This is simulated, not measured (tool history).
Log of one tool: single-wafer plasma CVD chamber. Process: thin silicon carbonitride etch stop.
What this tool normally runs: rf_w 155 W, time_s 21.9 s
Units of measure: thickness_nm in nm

run	hour	rf_w	time_s	wafers since the last listed run	hours since the last thermocouple change	hours since the last RF generator calibration	hours since the showerhead was replaced	hours since the gauge calibration	read-back reference wafer on the same gauge, thickness_nm	thickness_nm
1	0.0	130	23.2	0	2113.7	1419.8	2628.7	490.7	10.169	9.649
2	28.7	130	23.2	522	2142.4	1448.5	2657.4	519.4	10.168	9.720
3	66.7	130	23.2	692	2180.4	1486.5	2695.4	557.4	10.167	9.651
4	111.0	155	21.9	806	2224.7	1530.8	2739.7	601.7	10.179	9.912
5	167.0	155	21.9	1019	2280.7	1586.8	2795.7	657.7	10.167	9.958
6	237.2	155	21.9	1278	2350.9	1657.0	2865.9	727.9	10.172	9.882
7	296.4	155	21.9	1078	2410.1	1716.2	2925.1	787.1	10.176	9.840
8	357.5	155	21.9	1112	2471.2	1777.3	2986.2	848.2	10.148	9.871
9	403.4	155	21.9	835	2517.1	1823.2	3032.1	894.1	10.148	9.885
# hour 436.4: showerhead replaced
10	436.9	155	21.9	464	2550.6	1856.7	0.5	927.6	10.143	9.922
# hour 447.0: RF generator calibrated
11	469.0	155	21.9	438	2582.7	22.0	32.6	959.7	10.163	9.911
# hour 477.2: thermocouple changed; heater temperature recalibrated
12	536.4	155	22.9	1081	59.2	89.4	100.0	1027.1	10.160	10.334
13	577.9	170	21.9	755	100.7	130.9	141.5	1068.6	10.159	10.213
14	636.7	155	21.9	1070	159.5	189.7	200.3	1127.4	10.135	9.935
# hour 665.0: gauge calibrated
15	675.0	145	19.5	697	197.8	228.0	238.6	10.0	10.153	8.509
16	746.2	180	17.5	1296	269.0	299.2	309.8	81.2	10.177	8.289
17	793.1	170	20.6	854	315.9	346.1	356.7	128.1	10.157	9.636
18	838.7	135	21.9	830	361.5	391.7	402.3	173.7	10.160	9.256
19	881.6	125	25.9	781	404.4	434.6	445.2	216.6	10.170	10.542
20	954.7	155	21.9	1331	477.5	507.7	518.3	289.7	10.157	9.880
21	1010.6	130	21.9	1018	533.4	563.6	574.2	345.6	10.159	9.171
22	1079.2	185	21.9	1249	602.0	632.2	642.8	414.2	10.172	10.657
23	1130.8	155	21.9	939	653.6	683.8	694.4	465.8	10.166	9.924
24	1174.9	145	21.9	803	697.7	727.9	738.5	509.9	10.145	9.625

What if the next run were any one of these 5? Each begins from the tool's condition after run 24:
A	1175.3	155	21.9	7	698.1	728.3	738.9	510.3	?	?
B	1175.3	155	24.7	7	698.1	728.3	738.9	510.3	?	?
C	1175.3	175	18.4	7	698.1	728.3	738.9	510.3	?	?
D	1175.3	175	25.8	7	698.1	728.3	738.9	510.3	?	?
E	1175.3	130	17.7	7	698.1	728.3	738.9	510.3	?	?

run	read-back reference wafer on the same gauge, thickness_nm	thickness_nm
A	10.151	9.908
B	10.151	11.175
C	10.151	8.756
D	10.151	12.277
E	10.151	7.406
Without the tool's hidden state the same runs would have given:
run	thickness_nm
A	9.908
B	11.175
C	8.756
D	12.277
E	7.406
